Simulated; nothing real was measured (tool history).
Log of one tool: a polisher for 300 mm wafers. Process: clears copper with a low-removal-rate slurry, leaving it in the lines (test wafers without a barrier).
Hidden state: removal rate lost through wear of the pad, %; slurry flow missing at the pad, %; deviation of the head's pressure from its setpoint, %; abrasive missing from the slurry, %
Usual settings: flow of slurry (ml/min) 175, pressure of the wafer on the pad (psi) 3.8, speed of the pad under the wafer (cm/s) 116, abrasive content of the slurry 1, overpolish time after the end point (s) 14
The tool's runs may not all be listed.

| run | hour | flow of slurry (ml/min) | pressure of the wafer on the pad (psi) | speed of the pad under the wafer (cm/s) | abrasive content of the slurry | overpolish time after the end point (s) | wafers since the last listed run | wafers polished on this pad | hours since the slurry nozzle was cleaned | hours since the head pressure was calibrated | hours since the slurry blender was calibrated | incoming thickness of the incoming film, nm | time until the end point was called (s) | dishing of a wide line in a test structure (nm) |
|---|---|---|---|---|---|---|---|---|---|---|---|---|---|---|
| 1 | 0 | 175 | 3.8 | 116 | 1 | 19 | 0 | 1741 | 178.4 | 475.6 | 409 | 468.7 | 95.3 | 61.6 |
|  | 31.2 | slurry blender recalibrated |
| 2 | 57.1 | 175 | 3.8 | 116 | 1 | 19 | 552 | 2294 | 235.5 | 532.7 | 25.9 | 471.8 | 100.6 | 60.2 |
| 3 | 100.3 | 175 | 3.8 | 116 | 1 | 14 | 433 | 2727 | 278.7 | 575.9 | 69.1 | 468.4 | 100.4 | 46.6 |
| 4 | 131.6 | 175 | 3.8 | 116 | 1 | 14 | 313 | 3041 | 310 | 607.2 | 100.4 | 469.8 | 102.5 | 46.2 |
| 5 | 193.9 | 175 | 3.4 | 116 | 1 | 14 | 624 | 3666 | 372.3 | 669.5 | 162.7 | 474.1 | 115.2 | 41.4 |
|  | 208.6 | slurry nozzle cleaned |
|  | 229 | worn pad replaced by a new one |
|  | 295.9 | slurry blender recalibrated, repeated, since the last time left the tool worse |
| 6 | 342.3 | 175 | 3.4 | 116 | 1 | 14 | 1418 | 1116 | 133.7 | 817.9 | 46.4 | 469.9 | 103.4 | 43.9 |
| 7 | 375.1 | 175 | 3.8 | 116 | 1 | 14 | 328 | 1445 | 166.5 | 850.7 | 79.2 | 462.4 | 90.3 | 49.7 |
| 8 | 431.3 | 175 | 3.8 | 116 | 1 | 14 | 563 | 2008 | 222.7 | 906.9 | 135.4 | 462.1 | 92.2 | 50.1 |
| 9 | 486.5 | 175 | 3.8 | 116 | 1 | 14 | 553 | 2562 | 277.9 | 962.1 | 190.6 | 470.8 | 95.2 | 49.5 |
| 10 | 524.6 | 175 | 3.8 | 116 | 1.15 | 12 | 382 | 2944 | 316 | 1000.2 | 228.7 | 475.2 | 92.4 | 45.2 |
| 11 | 548.9 | 175 | 3.8 | 102 | 1 | 14 | 243 | 3188 | 340.3 | 1024.5 | 253 | 476 | 107.2 | 43.8 |
|  | 563.6 | worn pad replaced by a new one |
|  | 584 | slurry nozzle cleaned |
|  | 656.9 | head pressure recalibrated |
| 12 | 698.1 | 175 | 3.8 | 156 | 1 | 20 | 1426 | 1318 | 114.1 | 41.2 | 402.2 | 478.3 | 73.5 | 80.9 |
|  | 747.3 | slurry blender recalibrated |
| 13 | 751.7 | 175 | 3.8 | 116 | 1 | 19 | 517 | 1836 | 167.7 | 94.8 | 4.4 | 466.7 | 91.6 | 64.8 |
| 14 | 812.5 | 175 | 3.8 | 116 | 1 | 14 | 609 | 2445 | 228.5 | 155.6 | 65.2 | 467.8 | 91.3 | 49.7 |
| 15 | 862.9 | 145 | 4.2 | 116 | 1 | 14 | 505 | 2951 | 278.9 | 206 | 115.6 | 463.7 | 85.5 | 52.4 |
| 16 | 905.2 | 175 | 3.4 | 116 | 1.1 | 14 | 424 | 3375 | 321.2 | 248.3 | 157.9 | 475.5 | 102.8 | 45.9 |
|  | 931.9 | worn pad replaced by a new one |
| 17 | 936.2 | 175 | 3.8 | 86 | 1 | 20 | 270 | 43 | 352.2 | 279.3 | 188.9 | 479.2 | 126.4 | 52.5 |
|  | 951 | slurry nozzle cleaned |
| 18 | 994.6 | 175 | 3.8 | 116 | 1 | 14 | 575 | 618 | 43.6 | 337.7 | 247.3 | 468.5 | 93.8 | 49.2 |
| 19 | 1034.3 | 230 | 3.8 | 76 | 1 | 21 | 398 | 1017 | 83.3 | 377.4 | 287 | 466.5 | 135.9 | 50.3 |
| 20 | 1095.8 | 195 | 4.9 | 116 | 1.1 | 11 | 616 | 1633 | 144.8 | 438.9 | 348.5 | 468.4 | 71.3 | 51.4 |
| 21 | 1161 | 175 | 3.8 | 100 | 1 | 14 | 653 | 2287 | 210 | 504.1 | 413.7 | 469.9 | 111 | 42.4 |
|  | 1201.3 | slurry blender recalibrated |
| 22 | 1218.5 | 175 | 4.9 | 116 | 1.3 | 14 | 556 | 2844 | 267.5 | 561.6 | 17.2 | 472.6 | 67.6 | 65.5 |
| 23 | 1268.1 | 175 | 3.8 | 116 | 1 | 14 | 497 | 3341 | 317.1 | 611.2 | 66.8 | 469.6 | 91.4 | 51.3 |

The next listed run, before its measurement:
|  | 1307.3 | slurry nozzle cleaned |
| 24 | 1326.3 | 175 | 3.8 | 140 | 1 | 14 | 573 | 3915 | 19 | 669.4 | 125 | 474.2 | ? | ? |

time until the end point was called (s): 77.9
dishing of a wide line in a test structure (nm): 57.5
Without the tool's hidden state the same run would have given time until the end point was called (s) 76.8, dishing of a wide line in a test structure (nm) 58.2.
